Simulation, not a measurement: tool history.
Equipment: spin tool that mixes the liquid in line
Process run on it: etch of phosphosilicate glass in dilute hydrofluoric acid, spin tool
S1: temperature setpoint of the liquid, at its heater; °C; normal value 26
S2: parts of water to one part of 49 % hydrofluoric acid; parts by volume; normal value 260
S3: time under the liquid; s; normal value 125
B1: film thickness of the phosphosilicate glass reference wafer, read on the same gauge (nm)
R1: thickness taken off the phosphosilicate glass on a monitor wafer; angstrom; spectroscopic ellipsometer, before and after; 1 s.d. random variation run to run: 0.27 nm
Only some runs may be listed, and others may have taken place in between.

run,hour,S1,S2,S3,B1,R1
1,0,26,325,170,130,544.1
2,36,26,325,170,130,541.4
3,52.2,26,325,170,130.02,546.3
4,86.4,23.5,260,125,130,489.6
5,102.2,23.5,260,125,129.99,490.2
6,134.3,26,225,125,130.01,640
7,159.8,27.5,160,125,130,1031.8
8,240.5,26,260,125,130.01,536.2
9,256.2,24,155,125,130.01,931.5
10,292.2,26,325,125,129.99,399.2
# hour 293.7: hydrofluoric acid flow meter replaced
11,323.8,26,260,185,130,787.2
# hour 325.5: gauge calibrated
12,351.4,29.5,345,125,130,413.9
# hour 373.9: thermometer replaced
13,383.8,26,260,125,130.03,531.5
14,412.1,29,210,80,130,495.6
15,439.6,26,260,125,129.97,536.4
16,474.7,21.5,340,185,129.97,476
17,489.5,30,150,165,129.98,1598

What if the next run were any one of these 3? Each begins from the tool's condition after run 17:
A,490,26,260,125,?,?
B,490,26,200,90,?,?
C,490,28,190,145,?,?

run,B1,R1
A,130.01,534.5
B,130.01,534
C,130.01,984.4
Had the tool no hidden state, the same runs would have come out as:
run,R1
A,534.5
B,534
C,984.4

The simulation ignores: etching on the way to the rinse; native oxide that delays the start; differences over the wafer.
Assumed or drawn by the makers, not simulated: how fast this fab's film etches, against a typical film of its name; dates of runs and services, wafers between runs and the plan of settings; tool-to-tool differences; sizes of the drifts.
